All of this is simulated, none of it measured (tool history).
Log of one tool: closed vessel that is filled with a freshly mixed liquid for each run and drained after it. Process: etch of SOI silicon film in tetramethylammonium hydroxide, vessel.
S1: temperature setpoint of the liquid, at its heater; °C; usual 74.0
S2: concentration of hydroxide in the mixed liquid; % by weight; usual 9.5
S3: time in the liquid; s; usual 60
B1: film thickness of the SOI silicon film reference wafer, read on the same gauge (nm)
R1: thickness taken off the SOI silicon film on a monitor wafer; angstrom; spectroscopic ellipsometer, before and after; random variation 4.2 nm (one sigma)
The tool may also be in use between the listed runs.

{"run": 1, "hour": 0.0, "S1": 74.0, "S2": 9.5, "S3": 60, "B1": 129.98, "R1": 5102.2}
{"run": 2, "hour": 102.5, "S1": 74.0, "S2": 9.5, "S3": 60, "B1": 130.03, "R1": 5122.9}
{"run": 3, "hour": 195.7, "S1": 69.5, "S2": 7.5, "S3": 60, "B1": 129.97, "R1": 4241.6}
{"run": 4, "hour": 237.5, "S1": 69.5, "S2": 7.5, "S3": 60, "B1": 129.99, "R1": 4278.2}
{"run": 5, "hour": 333.1, "S1": 74.0, "S2": 9.5, "S3": 75, "B1": 130.07, "R1": 6232.2}
{"run": 6, "hour": 411.2, "S1": 74.0, "S2": 9.5, "S3": 60, "B1": 130.03, "R1": 5027.7}
{"run": 7, "hour": 518.8, "S1": 74.0, "S2": 9.5, "S3": 60, "B1": 129.95, "R1": 4987.8}
{"run": 8, "hour": 601.1, "S1": 74.0, "S2": 9.5, "S3": 60, "B1": 129.99, "R1": 4925.9}
{"run": 9, "hour": 643.4, "S1": 74.0, "S2": 9.5, "S3": 60, "B1": 129.99, "R1": 4998.3}
{"run": 10, "hour": 735.7, "S1": 74.0, "S2": 9.5, "S3": 60, "B1": 129.99, "R1": 4984.8}
{"run": 11, "hour": 783.3, "S1": 74.0, "S2": 9.0, "S3": 35, "B1": 130.03, "R1": 2988.8}
{"hour": 813.0, "done": "thermometer replaced"}
{"run": 12, "hour": 874.3, "S1": 74.0, "S2": 9.5, "S3": 60, "B1": 130.03, "R1": 4952.9}
{"run": 13, "hour": 944.9, "S1": 74.0, "S2": 9.5, "S3": 60, "B1": 129.98, "R1": 4934.0}
{"hour": 979.7, "done": "gauge calibrated"}
{"run": 14, "hour": 981.8, "S1": 78.0, "S2": 10.5, "S3": 80, "B1": 130.0, "R1": 7971.9}
{"run": 15, "hour": 1046.1, "S1": 82.0, "S2": 9.5, "S3": 60, "B1": 130.0, "R1": 7745.5}
{"run": 16, "hour": 1153.0, "S1": 68.0, "S2": 8.5, "S3": 40, "B1": 130.02, "R1": 2423.6}
{"hour": 1164.7, "done": "hydroxide flow meter replaced"}
{"run": 17, "hour": 1189.3, "S1": 74.0, "S2": 9.5, "S3": 60, "B1": 130.0, "R1": 5066.2}
{"run": 18, "hour": 1418.6, "S1": 68.5, "S2": 8.0, "S3": 70, "B1": 129.98, "R1": 4540.9}
{"run": 19, "hour": 1544.7, "S1": 74.0, "S2": 8.5, "S3": 60, "B1": 129.98, "R1": 5247.1}
{"run": 20, "hour": 1632.9, "S1": 78.5, "S2": 9.5, "S3": 80, "B1": 129.99, "R1": 8612.1}
{"run": 21, "hour": 1684.3, "S1": 76.0, "S2": 7.5, "S3": 45, "B1": 130.03, "R1": 4600.2}
{"run": 22, "hour": 1776.3, "S1": 74.0, "S2": 9.5, "S3": 60, "B1": 130.02, "R1": 4987.7}
{"run": 23, "hour": 1862.5, "S1": 74.0, "S2": 9.5, "S3": 60, "B1": 130.0, "R1": 4987.7}
{"run": 24, "hour": 1953.6, "S1": 74.0, "S2": 9.5, "S3": 60, "B1": 130.0, "R1": 4961.0}
{"run": 25, "hour": 2033.3, "S1": 74.0, "S2": 12.0, "S3": 45, "B1": 129.99, "R1": 3351.7}

Run 26 comes next. What will it give?
{"run": 26, "hour": 2118.1, "S1": 74.0, "S2": 9.5, "S3": 60, "B1": "?", "R1": "?"}

{"run 26": {"B1": 130.03, "R1": 4914.8}}
Without the tool's hidden state the same run would have given R1 5086.2 angstrom.
